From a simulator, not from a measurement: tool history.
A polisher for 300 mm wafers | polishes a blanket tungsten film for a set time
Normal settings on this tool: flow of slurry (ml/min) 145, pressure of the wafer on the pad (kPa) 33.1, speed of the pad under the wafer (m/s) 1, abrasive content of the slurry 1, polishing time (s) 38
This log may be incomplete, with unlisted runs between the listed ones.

run	day	flow of slurry (ml/min)	pressure of the wafer on the pad (kPa)	speed of the pad under the wafer (m/s)	abrasive content of the slurry	polishing time (s)	wafers since the last listed run	wafers polished on this pad	hours since the slurry nozzle was cleaned	hours since the head pressure was calibrated	hours since the slurry blender was calibrated	hours since the slurry got fresh peroxide	incoming thickness of the incoming film, nm	film removed (angstrom)
1	0	145	33.1	1	1	38	0	314	473.2	510.8	87.4	117.5	645.2	1986
2	0.458	145	33.1	1	1	38	93	407	484.2	521.8	98.4	128.5	652.4	1955
3	0.971	145	33.1	1	1	38	104	512	496.5	534.1	110.7	140.8	644.8	1939
4	1.483	145	33.1	1	1	38	104	617	508.8	546.4	123	153.1	653.6	1938
# day 2.242: worn pad replaced by a new one
5	2.262	145	33.1	1	1	38	125	3	527.5	565.1	141.7	171.8	656.1	2030
# day 2.358: slurry tank refilled with fresh slurry and peroxide
6	2.562	145	33.1	1	1	38	52	56	534.7	572.3	148.9	4.9	643.1	2022
7	3.212	145	33.1	1	1	38	132	189	550.3	587.9	164.5	20.5	648.2	2010
# day 3.404: head pressure recalibrated
# day 3.671: slurry blender recalibrated
8	3.692	145	33.1	1	1	38	63	253	561.8	6.9	0.5	32	645.1	1986
9	4.267	145	33.1	1	1	38	117	370	575.6	20.7	14.3	45.8	654.3	1956
10	4.862	145	33.1	1	1	48	121	492	589.9	35	28.6	60.1	653.7	2447
11	5.438	105	33.1	1	1.2	32	117	609	603.7	48.8	42.4	73.9	647.5	1565
12	5.983	145	33.1	1	1	38	111	721	616.8	61.9	55.5	87	647.4	1909
# day 6.325: worn pad replaced by a new one
13	6.542	185	33.1	0.76	1	38	80	44	630.2	75.3	68.9	100.4	654.3	1793
14	6.817	145	33.1	1	1	38	56	100	636.8	81.9	75.5	107	660.4	1996
15	7.204	145	33.1	0.88	1.3	38	79	179	646.1	91.2	84.8	116.3	660.6	1942
16	7.529	145	33.1	1	1	38	66	245	653.9	99	92.6	124.1	647.4	1992
# day 7.988: slurry nozzle cleaned
17	8.129	170	33.1	1	1	27	114	359	3.4	113.4	107	138.5	650.3	1439
18	8.75	100	42.1	0.66	0.9	38	126	486	18.3	128.3	121.9	153.4	650	1687
# day 9.188: slurry tank refilled with fresh slurry and peroxide
19	9.262	145	33.1	1	1	38	96	582	30.6	140.6	134.2	1.8	651.6	1951
20	9.667	130	22.8	1	1	38	82	665	40.3	150.3	143.9	11.5	653.7	1391
# day 9.838: worn pad replaced by a new one
21	9.946	145	29	1	1	38	22	22	47	157	150.6	18.2	642.8	1804
22	10.533	185	33.1	0.76	1	38	120	142	61.1	171.1	164.7	32.3	654.1	1773
23	10.871	120	33.1	0.7	1.2	50	68	211	69.2	179.2	172.8	40.4	655.6	2076
24	11.204	125	33.1	0.74	1	38	68	279	77.2	187.2	180.8	48.4	652.9	1604
25	11.808	145	33.1	0.84	1.15	38	123	402	91.7	201.7	195.3	62.9	659	1810
26	12.329	145	33.1	1	1	38	106	509	104.2	214.2	207.8	75.4	646.8	1954
# day 12.958: slurry blender recalibrated
# day 13.083: worn pad replaced by a new one
27	13.104	145	33.1	1	1	38	115	4	122.8	232.8	3.5	94	636.3	2020

Below are 4 alternative next runs, each starting from the tool's condition after run 27. Predict each:
A	13.121	145	33.1	1	1	38	3	8	123.2	233.2	3.9	94.4	656.2	?
B	13.121	120	24.1	0.78	1	27	3	8	123.2	233.2	3.9	94.4	656.2	?
C	13.121	165	33.1	1.36	1	38	3	8	123.2	233.2	3.9	94.4	656.2	?
D	13.121	190	33.1	0.74	1	42	3	8	123.2	233.2	3.9	94.4	656.2	?

run	film removed (angstrom)
A	2029
B	918
C	2548
D	1965
With no hidden state in the tool, these same runs would have given:
run	film removed (angstrom)
A	2038
B	922
C	2559
D	1973

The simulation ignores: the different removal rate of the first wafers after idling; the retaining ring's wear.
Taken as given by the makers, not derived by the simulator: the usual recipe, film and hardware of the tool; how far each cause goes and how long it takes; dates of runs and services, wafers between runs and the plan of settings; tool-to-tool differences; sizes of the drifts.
